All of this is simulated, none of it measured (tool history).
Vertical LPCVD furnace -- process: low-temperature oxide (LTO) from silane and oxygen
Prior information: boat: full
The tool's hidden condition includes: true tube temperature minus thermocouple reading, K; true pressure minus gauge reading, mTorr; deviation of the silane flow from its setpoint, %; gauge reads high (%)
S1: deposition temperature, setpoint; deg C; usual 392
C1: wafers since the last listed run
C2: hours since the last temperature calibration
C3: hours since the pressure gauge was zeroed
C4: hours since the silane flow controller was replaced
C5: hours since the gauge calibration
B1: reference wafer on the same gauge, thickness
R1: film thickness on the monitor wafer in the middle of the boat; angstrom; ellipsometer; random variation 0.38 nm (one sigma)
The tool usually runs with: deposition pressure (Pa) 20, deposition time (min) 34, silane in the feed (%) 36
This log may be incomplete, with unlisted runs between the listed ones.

run 1 hour=0 | S1=392 deposition_pressure_(Pa)=20 deposition_time_(min)=39 silane_in_the_feed_(%)=36 | C1=0 C2=3411.2 C3=1640 C4=4243.3 C5=367.2 | B1=177.97 | R1=1898.7
run 2 hour=25.7 | S1=400 deposition_pressure_(Pa)=20 deposition_time_(min)=34 silane_in_the_feed_(%)=36 | C1=372 C2=3436.9 C3=1665.7 C4=4269 C5=392.9 | B1=178 | R1=1812.5
run 3 hour=39.6 | S1=400 deposition_pressure_(Pa)=20 deposition_time_(min)=34 silane_in_the_feed_(%)=36 | C1=201 C2=3450.8 C3=1679.6 C4=4282.9 C5=406.8 | B1=178.02 | R1=1815.8
run 4 hour=52.3 | S1=392 deposition_pressure_(Pa)=20 deposition_time_(min)=34 silane_in_the_feed_(%)=36 | C1=184 C2=3463.5 C3=1692.3 C4=4295.6 C5=419.5 | B1=178 | R1=1652
run 5 hour=145.7 | S1=392 deposition_pressure_(Pa)=20 deposition_time_(min)=34 silane_in_the_feed_(%)=36 | C1=1354 C2=3556.9 C3=1785.7 C4=4389 C5=512.9 | B1=178.02 | R1=1649.4
run 6 hour=167.5 | S1=392 deposition_pressure_(Pa)=20 deposition_time_(min)=34 silane_in_the_feed_(%)=36 | C1=316 C2=3578.7 C3=1807.5 C4=4410.8 C5=534.7 | B1=178.01 | R1=1648.5
run 7 hour=188.1 | S1=392 deposition_pressure_(Pa)=20 deposition_time_(min)=34 silane_in_the_feed_(%)=36 | C1=298 C2=3599.3 C3=1828.1 C4=4431.4 C5=555.3 | B1=178 | R1=1651.5
run 8 hour=223.3 | S1=392 deposition_pressure_(Pa)=20 deposition_time_(min)=34 silane_in_the_feed_(%)=33 | C1=510 C2=3634.5 C3=1863.3 C4=4466.6 C5=590.5 | B1=178.06 | R1=1460.9
run 9 hour=239 | S1=392 deposition_pressure_(Pa)=20 deposition_time_(min)=34 silane_in_the_feed_(%)=33 | C1=227 C2=3650.2 C3=1879 C4=4482.3 C5=606.2 | B1=178 | R1=1461.5
run 10 hour=254.7 | S1=392 deposition_pressure_(Pa)=20 deposition_time_(min)=34 silane_in_the_feed_(%)=33 | C1=227 C2=3665.9 C3=1894.7 C4=4498 C5=621.9 | B1=178.01 | R1=1466.4
-- hour=267.9 gauge calibrated
run 11 hour=271.1 | S1=392 deposition_pressure_(Pa)=20 deposition_time_(min)=34 silane_in_the_feed_(%)=36 | C1=237 C2=3682.3 C3=1911.1 C4=4514.4 C5=3.2 | B1=177.98 | R1=1651.8
-- hour=302.1 silane flow controller replaced
run 12 hour=302.6 | S1=392 deposition_pressure_(Pa)=20 deposition_time_(min)=34 silane_in_the_feed_(%)=36 | C1=108 C2=3713.8 C3=1942.6 C4=0.5 C5=34.7 | B1=178.02 | R1=1651.3
-- hour=330.2 thermocouples replaced and temperature profile calibrated
run 13 hour=330.7 | S1=392 deposition_pressure_(Pa)=20 deposition_time_(min)=34 silane_in_the_feed_(%)=36 | C1=59 C2=0.5 C3=1970.7 C4=28.6 C5=62.8 | B1=177.96 | R1=1652.4
run 14 hour=349.9 | S1=392 deposition_pressure_(Pa)=20 deposition_time_(min)=34 silane_in_the_feed_(%)=36 | C1=278 C2=19.7 C3=1989.9 C4=47.8 C5=82 | B1=177.92 | R1=1648.4
run 15 hour=365.5 | S1=398 deposition_pressure_(Pa)=20 deposition_time_(min)=34 silane_in_the_feed_(%)=30 | C1=226 C2=35.3 C3=2005.5 C4=63.4 C5=97.6 | B1=177.9 | R1=1371.5
run 16 hour=391 | S1=386 deposition_pressure_(Pa)=21.3 deposition_time_(min)=46.5 silane_in_the_feed_(%)=36 | C1=369 C2=60.8 C3=2031 C4=88.9 C5=123.1 | B1=177.99 | R1=2251.1
run 17 hour=405.1 | S1=387 deposition_pressure_(Pa)=23.3 deposition_time_(min)=44 silane_in_the_feed_(%)=40 | C1=204 C2=74.9 C3=2045.1 C4=103 C5=137.2 | B1=178.03 | R1=2709.5
-- hour=452.9 pressure gauge zeroed
run 18 hour=453.4 | S1=392 deposition_pressure_(Pa)=20 deposition_time_(min)=24 silane_in_the_feed_(%)=36 | C1=352 C2=123.2 C3=0.5 C4=151.3 C5=185.5 | B1=178.01 | R1=1216
run 19 hour=457.3 | S1=392 deposition_pressure_(Pa)=21.3 deposition_time_(min)=34 silane_in_the_feed_(%)=33 | C1=56 C2=127.1 C3=4.4 C4=155.2 C5=189.4 | B1=178.01 | R1=1625.3
run 20 hour=484.4 | S1=382 deposition_pressure_(Pa)=23.3 deposition_time_(min)=43 silane_in_the_feed_(%)=40 | C1=393 C2=154.2 C3=31.5 C4=182.3 C5=216.5 | B1=178.04 | R1=2572.5
run 21 hour=550.2 | S1=384 deposition_pressure_(Pa)=17.3 deposition_time_(min)=23.5 silane_in_the_feed_(%)=32 | C1=954 C2=220 C3=97.3 C4=248.1 C5=282.3 | B1=178.01 | R1=788.9
run 22 hour=581.8 | S1=392 deposition_pressure_(Pa)=22 deposition_time_(min)=34 silane_in_the_feed_(%)=42 | C1=458 C2=251.6 C3=128.9 C4=279.7 C5=313.9 | B1=178.02 | R1=2285.3
run 23 hour=615.6 | S1=392 deposition_pressure_(Pa)=15.3 deposition_time_(min)=40 silane_in_the_feed_(%)=36 | C1=490 C2=285.4 C3=162.7 C4=313.5 C5=347.7 | B1=178.08 | R1=1537.6
run 24 hour=636.4 | S1=392 deposition_pressure_(Pa)=20 deposition_time_(min)=40.5 silane_in_the_feed_(%)=36 | C1=301 C2=306.2 C3=183.5 C4=334.3 C5=368.5 | B1=178.03 | R1=2031.6

Each row is a separate what-if for the run after 24, all from the same tool condition, not one after another. Results?
run A hour=640.4 | S1=392 deposition_pressure_(Pa)=20 deposition_time_(min)=34 silane_in_the_feed_(%)=42 | C1=58 C2=310.2 C3=187.5 C4=338.3 C5=372.5 | B1=? | R1=?
run B hour=640.4 | S1=392 deposition_pressure_(Pa)=24.7 deposition_time_(min)=34 silane_in_the_feed_(%)=36 | C1=58 C2=310.2 C3=187.5 C4=338.3 C5=372.5 | B1=? | R1=?
run C hour=640.4 | S1=392 deposition_pressure_(Pa)=22.7 deposition_time_(min)=34 silane_in_the_feed_(%)=36 | C1=58 C2=310.2 C3=187.5 C4=338.3 C5=372.5 | B1=? | R1=?

run=A B1=178.02 R1=2061.8
run=B B1=178.02 R1=2103.3
run=C B1=178.02 R1=1930.8
What these runs would have given with no unlogged condition in the tool:
run=A R1=2092.2
run=B R1=2128.4
run=C R1=1955.8
